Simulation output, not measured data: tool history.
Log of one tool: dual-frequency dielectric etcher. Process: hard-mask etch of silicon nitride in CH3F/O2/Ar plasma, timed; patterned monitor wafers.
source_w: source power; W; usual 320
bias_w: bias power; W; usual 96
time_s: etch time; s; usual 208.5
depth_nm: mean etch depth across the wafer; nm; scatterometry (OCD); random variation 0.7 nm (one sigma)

run	hour	source_w	bias_w	time_s	wafers since the last listed run	hours since the last wet clean	hours since the last source power generator calibration	hours since the last bias power generator calibration	hours since the last upper electrode change	hours since the gauge calibration	read-back reference wafer on the same gauge, depth_nm	depth_nm
1	0	320	96	208.5	0	110.2	3320.5	1436.1	4618.8	243	141.1	138.3
2	63.7	320	96	208.5	345	173.9	3384.2	1499.8	4682.5	306.7	140.9	137.8
3	127.8	320	96	208.5	347	238	3448.3	1563.9	4746.6	370.8	141	136.7
4	153.3	320	96	208.5	138	263.5	3473.8	1589.4	4772.1	396.3	140.7	135.2
5	197.6	320	96	208.5	239	307.8	3518.1	1633.7	4816.4	440.6	141.5	135.2
6	262.3	320	96	208.5	350	372.5	3582.8	1698.4	4881.1	505.3	140.8	135
# hour 308.1: wet clean of the chamber
7	395.1	320	96	208.5	589	87	3715.6	1831.2	5013.9	638.1	140.9	140.9
8	430.7	390	83	208.5	192	122.6	3751.2	1866.8	5049.5	673.7	140.8	151.6
9	479.8	360	112	250	265	171.7	3800.3	1915.9	5098.6	722.8	141	184.9
# hour 498: gauge calibrated
10	546.5	280	85	233	361	238.4	3867	1982.6	5165.3	48.5	141	139.3
# hour 593.9: bias power generator calibrated
11	612.8	290	82	267	337	304.7	3933.3	18.9	5231.6	114.8	140.8	160.3
12	652.3	390	107	149	213	344.2	3972.8	58.4	5271.1	154.3	141.3	112.6
# hour 694.2: upper electrode replaced, of another model than before
# hour 717.1: source power generator calibrated
# hour 773.6: wet clean of the chamber
13	796	390	83	208.5	496	22.4	78.9	202.1	101.8	298	141	148.3
14	1003.4	320	96	208.5	1123	229.8	286.3	409.5	309.2	505.4	140.7	137.5

Forecast each of these 4 alternatives for the next run:
A	1003.9	320	113	208.5	2	230.3	286.8	410	309.7	505.9	?	?
B	1003.9	390	96	179	2	230.3	286.8	410	309.7	505.9	?	?
C	1003.9	350	96	238	2	230.3	286.8	410	309.7	505.9	?	?
D	1003.9	390	108	158	2	230.3	286.8	410	309.7	505.9	?	?

run	read-back reference wafer on the same gauge, depth_nm	depth_nm
A	140.8	140.8
B	140.8	126.3
C	140.8	161.9
D	140.8	113.3
Without the tool's hidden state the same runs would have given:
run	depth_nm
A	144.9
B	129.9
C	166.5
D	116.6

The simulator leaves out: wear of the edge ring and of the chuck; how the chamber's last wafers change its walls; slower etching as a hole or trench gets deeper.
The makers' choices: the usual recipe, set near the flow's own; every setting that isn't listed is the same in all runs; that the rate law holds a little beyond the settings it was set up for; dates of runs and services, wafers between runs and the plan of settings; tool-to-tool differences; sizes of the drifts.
